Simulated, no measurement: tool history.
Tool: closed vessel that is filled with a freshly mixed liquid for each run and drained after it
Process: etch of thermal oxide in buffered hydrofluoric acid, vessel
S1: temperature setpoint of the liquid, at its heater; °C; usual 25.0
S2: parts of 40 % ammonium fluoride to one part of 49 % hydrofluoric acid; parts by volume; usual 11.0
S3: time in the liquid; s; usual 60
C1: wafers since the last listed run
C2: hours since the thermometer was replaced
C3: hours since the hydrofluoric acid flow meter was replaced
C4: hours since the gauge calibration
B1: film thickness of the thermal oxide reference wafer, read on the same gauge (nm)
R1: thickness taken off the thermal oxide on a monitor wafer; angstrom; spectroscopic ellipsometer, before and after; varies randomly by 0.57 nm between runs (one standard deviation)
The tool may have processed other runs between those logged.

run 1 hour=0.0 | S1=25.0 S2=11.0 S3=60 | C1=0 C2=1623.7 C3=1328.9 C4=1943.3 | B1=30.02 | R1=731.8
-- hour=10.6 hydrofluoric acid flow meter replaced
run 2 hour=35.6 | S1=25.0 S2=11.0 S3=60 | C1=3268 C2=1659.3 C3=25.0 C4=1978.9 | B1=30.02 | R1=694.8
run 3 hour=64.2 | S1=25.0 S2=11.0 S3=60 | C1=2701 C2=1687.9 C3=53.6 C4=2007.5 | B1=29.97 | R1=699.8
-- hour=91.9 thermometer replaced
run 4 hour=92.3 | S1=25.0 S2=11.0 S3=60 | C1=2559 C2=0.4 C3=81.7 C4=2035.6 | B1=29.94 | R1=701.8
run 5 hour=129.8 | S1=25.0 S2=11.0 S3=50 | C1=3542 C2=37.9 C3=119.2 C4=2073.1 | B1=29.97 | R1=582.1
run 6 hour=170.3 | S1=27.5 S2=11.0 S3=60 | C1=3825 C2=78.4 C3=159.7 C4=2113.6 | B1=30.03 | R1=797.7
run 7 hour=195.9 | S1=25.0 S2=11.0 S3=60 | C1=2418 C2=104.0 C3=185.3 C4=2139.2 | B1=30.01 | R1=706.7
run 8 hour=232.6 | S1=25.0 S2=11.0 S3=60 | C1=3466 C2=140.7 C3=222.0 C4=2175.9 | B1=30.01 | R1=694.4
run 9 hour=299.2 | S1=29.5 S2=15.0 S3=60 | C1=6291 C2=207.3 C3=288.6 C4=2242.5 | B1=29.99 | R1=655.6
run 10 hour=330.6 | S1=29.0 S2=6.5 S3=95 | C1=2966 C2=238.7 C3=320.0 C4=2273.9 | B1=30.01 | R1=2291.0
-- hour=376.5 gauge calibrated
run 11 hour=386.8 | S1=30.0 S2=13.0 S3=60 | C1=5308 C2=294.9 C3=376.2 C4=10.3 | B1=30.01 | R1=784.0
run 12 hour=457.8 | S1=28.5 S2=11.0 S3=30 | C1=6707 C2=365.9 C3=447.2 C4=81.3 | B1=30.00 | R1=426.3
run 13 hour=501.4 | S1=25.0 S2=12.5 S3=75 | C1=4118 C2=409.5 C3=490.8 C4=124.9 | B1=30.00 | R1=780.8
run 14 hour=543.8 | S1=25.0 S2=11.0 S3=35 | C1=4005 C2=451.9 C3=533.2 C4=167.3 | B1=30.03 | R1=416.9
run 15 hour=579.1 | S1=29.5 S2=7.0 S3=75 | C1=3334 C2=487.2 C3=568.5 C4=202.6 | B1=30.01 | R1=1719.4
run 16 hour=631.9 | S1=25.0 S2=11.0 S3=60 | C1=4987 C2=540.0 C3=621.3 C4=255.4 | B1=30.02 | R1=708.8
run 17 hour=658.6 | S1=20.5 S2=13.0 S3=30 | C1=2522 C2=566.7 C3=648.0 C4=282.1 | B1=30.00 | R1=233.0
run 18 hour=708.0 | S1=22.0 S2=7.0 S3=60 | C1=4666 C2=616.1 C3=697.4 C4=331.5 | B1=29.99 | R1=927.3
run 19 hour=752.4 | S1=25.0 S2=11.0 S3=60 | C1=4194 C2=660.5 C3=741.8 C4=375.9 | B1=30.03 | R1=715.2
run 20 hour=818.4 | S1=29.0 S2=7.5 S3=60 | C1=6234 C2=726.5 C3=807.8 C4=441.9 | B1=29.99 | R1=1279.5
run 21 hour=889.0 | S1=25.0 S2=11.0 S3=60 | C1=6669 C2=797.1 C3=878.4 C4=512.5 | B1=30.01 | R1=720.8
run 22 hour=923.6 | S1=29.5 S2=11.0 S3=90 | C1=3268 C2=831.7 C3=913.0 C4=547.1 | B1=30.00 | R1=1364.3
run 23 hour=975.4 | S1=28.5 S2=13.0 S3=35 | C1=4893 C2=883.5 C3=964.8 C4=598.9 | B1=30.00 | R1=432.8
run 24 hour=1036.8 | S1=25.0 S2=11.0 S3=60 | C1=5800 C2=944.9 C3=1026.2 C4=660.3 | B1=30.00 | R1=716.1
run 25 hour=1074.2 | S1=21.0 S2=8.5 S3=45 | C1=3532 C2=982.3 C3=1063.6 C4=697.7 | B1=30.00 | R1=548.0
run 26 hour=1104.6 | S1=25.0 S2=11.0 S3=60 | C1=2871 C2=1012.7 C3=1094.0 C4=728.1 | B1=30.03 | R1=731.2
run 27 hour=1150.7 | S1=29.5 S2=11.0 S3=60 | C1=4354 C2=1058.8 C3=1140.1 C4=774.2 | B1=30.03 | R1=919.3
run 28 hour=1246.8 | S1=21.5 S2=11.0 S3=85 | C1=9078 C2=1154.9 C3=1236.2 C4=870.3 | B1=29.97 | R1=845.6
-- hour=1290.9 hydrofluoric acid flow meter replaced
run 29 hour=1314.5 | S1=25.0 S2=11.0 S3=35 | C1=6300 C2=1222.6 C3=23.6 C4=938.0 | B1=30.04 | R1=407.5
run 30 hour=1348.7 | S1=25.0 S2=11.0 S3=60 | C1=3230 C2=1256.8 C3=57.8 C4=972.2 | B1=30.02 | R1=706.9
run 31 hour=1400.5 | S1=22.0 S2=8.5 S3=80 | C1=4893 C2=1308.6 C3=109.6 C4=1024.0 | B1=30.03 | R1=1008.0
run 32 hour=1431.4 | S1=26.5 S2=11.0 S3=75 | C1=2918 C2=1339.5 C3=140.5 C4=1054.9 | B1=29.95 | R1=961.4

Hidden state or all else? Some run-to-run changes of R1, split into what the settings, what came in and random variation would give without the hidden state, and what is left for the hidden state (with any gauge scatter that isn't in both results):
Hidden state present: liquid colder than its thermometer reads (K); hydrofluoric acid flow above the setpoint (%); gauge reads high (%).
Run 1 -> 2: hydrofluoric acid flow meter replaced. R1 -37.0 angstrom: hidden state -33.0, all else -4.0.
Run 9 -> 10: S1 29.5 -> 29.0, S2 15.0 -> 6.5, S3 60 -> 95. R1 +1635.4 angstrom: hidden state +17.3, all else +1618.1.
Run 10 -> 11: S1 29.0 -> 30.0, S2 6.5 -> 13.0, S3 95 -> 60, gauge calibrated. R1 -1507.0 angstrom: hidden state -13.7, all else -1493.3.
Run 14 -> 15: S1 25.0 -> 29.5, S2 11.0 -> 7.0, S3 35 -> 75. R1 +1302.5 angstrom: hidden state +23.5, all else +1279.0.
Run 22 -> 23: S1 29.5 -> 28.5, S2 11.0 -> 13.0, S3 90 -> 35. R1 -931.5 angstrom: hidden state -28.9, all else -902.6.
Run 28 -> 29: S1 21.5 -> 25.0, S3 85 -> 35, hydrofluoric acid flow meter replaced. R1 -438.1 angstrom: hidden state -32.6, all else -405.5.

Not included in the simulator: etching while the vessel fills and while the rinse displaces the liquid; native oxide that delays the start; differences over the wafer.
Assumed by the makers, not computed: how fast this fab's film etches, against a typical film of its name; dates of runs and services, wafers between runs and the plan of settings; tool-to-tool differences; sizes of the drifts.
